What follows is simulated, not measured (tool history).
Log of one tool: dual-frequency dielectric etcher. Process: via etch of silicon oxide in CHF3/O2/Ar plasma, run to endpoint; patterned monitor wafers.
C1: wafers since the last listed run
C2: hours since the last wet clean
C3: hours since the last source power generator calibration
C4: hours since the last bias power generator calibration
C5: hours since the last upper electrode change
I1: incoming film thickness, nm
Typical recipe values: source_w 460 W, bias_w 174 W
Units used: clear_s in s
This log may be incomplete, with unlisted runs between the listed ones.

Run 1, hour 0: usual settings; C1 0; C2 68.7; C3 2499.3; C4 2004.1; C5 1487.6; I1 643.5. Result: clear_s 326.3 s.
Run 2, hour 87.5: usual settings; C1 463; C2 156.2; C3 2586.8; C4 2091.6; C5 1575.1; I1 637.5. Result: clear_s 328.3 s.
Run 3, hour 194: usual settings; C1 564; C2 262.7; C3 2693.3; C4 2198.1; C5 1681.6; I1 640.4. Result: clear_s 330.8 s.
Run 4, hour 264.9: usual settings but source_w 520 W, bias_w 205 W; C1 375; C2 333.6; C3 2764.2; C4 2269; C5 1752.5; I1 641.8. Result: clear_s 294 s.
Run 5, hour 338.8: usual settings but bias_w 143 W; C1 391; C2 407.5; C3 2838.1; C4 2342.9; C5 1826.4; I1 640.8. Result: clear_s 366.3 s.
Run 6, hour 379.9: usual settings; C1 217; C2 448.6; C3 2879.2; C4 2384; C5 1867.5; I1 638.9. Result: clear_s 334.1 s.
At hour 475.5: wet clean of the chamber.
Run 7, hour 480.9: usual settings; C1 408; C2 5.4; C3 2980.2; C4 2485; C5 1968.5; I1 643.8. Result: clear_s 328.8 s.
Run 8, hour 714.2: usual settings but bias_w 162 W; C1 1236; C2 238.7; C3 3213.5; C4 2718.3; C5 2201.8; I1 641.2. Result: clear_s 341.7 s.
Run 9, hour 799.2: usual settings but bias_w 165 W; C1 450; C2 323.7; C3 3298.5; C4 2803.3; C5 2286.8; I1 644.3. Result: clear_s 342.3 s.
Run 10, hour 845: usual settings but source_w 360 W, bias_w 133 W; C1 242; C2 369.5; C3 3344.3; C4 2849.1; C5 2332.6; I1 648.7. Result: clear_s 411.9 s.
At hour 879.4: upper electrode replaced.
Run 11, hour 930.4: usual settings but source_w 390 W, bias_w 202 W; C1 325; C2 454.9; C3 3429.7; C4 2934.5; C5 51; I1 640.1. Result: clear_s 327.7 s.
At hour 970.3: wet clean of the chamber.
At hour 976.1: source power generator calibrated.
Run 12, hour 1023: usual settings but source_w 570 W, bias_w 207 W; C1 342; C2 52.7; C3 46.9; C4 3027.1; C5 143.6; I1 647.2. Result: clear_s 287.4 s.
At hour 1077: bias power generator calibrated.
Run 13, hour 1110: usual settings but source_w 370 W; C1 439; C2 139.7; C3 133.9; C4 33; C5 230.6; I1 648.1. Result: clear_s 355.9 s.
Run 14, hour 1177.7: usual settings but source_w 510 W, bias_w 145 W; C1 358; C2 207.4; C3 201.6; C4 100.7; C5 298.3; I1 643. Result: clear_s 350.4 s.
At hour 1459.9: wet clean of the chamber.
Run 15, hour 1460.4: usual settings but source_w 400 W, bias_w 198 W; C1 1370; C2 0.5; C3 484.3; C4 383.4; C5 581; I1 635.4. Result: clear_s 320.3 s.
Run 16, hour 1519.3: usual settings; C1 312; C2 59.4; C3 543.2; C4 442.3; C5 639.9; I1 641.9. Result: clear_s 324.9 s.
Run 17, hour 1559.5: usual settings; C1 213; C2 99.6; C3 583.4; C4 482.5; C5 680.1; I1 650.4. Result: clear_s 334.8 s.
Run 18, hour 1662.6: usual settings; C1 546; C2 202.7; C3 686.5; C4 585.6; C5 783.2; I1 640.9. Result: clear_s 328.3 s.

What would each run have given without the hidden state, its run-to-run variation left as it was?
Hidden conditions of the tool in this case: etch rate over this chamber's usual, %; source power that arrives over what is set, %; bias power that arrives over what is set, %.
run  clear_s
  1    324.9
  2    325.2
  3    325.8
  4    288.4
  5    357.7
  6    325.5
  7    328.6
  8      337
  9      336
 10    403.3
 11    319.2
 12    287.1
 13    353.8
 14    347.1
 15    319.8
 16    323.3
 17    332.5
 18    324.1

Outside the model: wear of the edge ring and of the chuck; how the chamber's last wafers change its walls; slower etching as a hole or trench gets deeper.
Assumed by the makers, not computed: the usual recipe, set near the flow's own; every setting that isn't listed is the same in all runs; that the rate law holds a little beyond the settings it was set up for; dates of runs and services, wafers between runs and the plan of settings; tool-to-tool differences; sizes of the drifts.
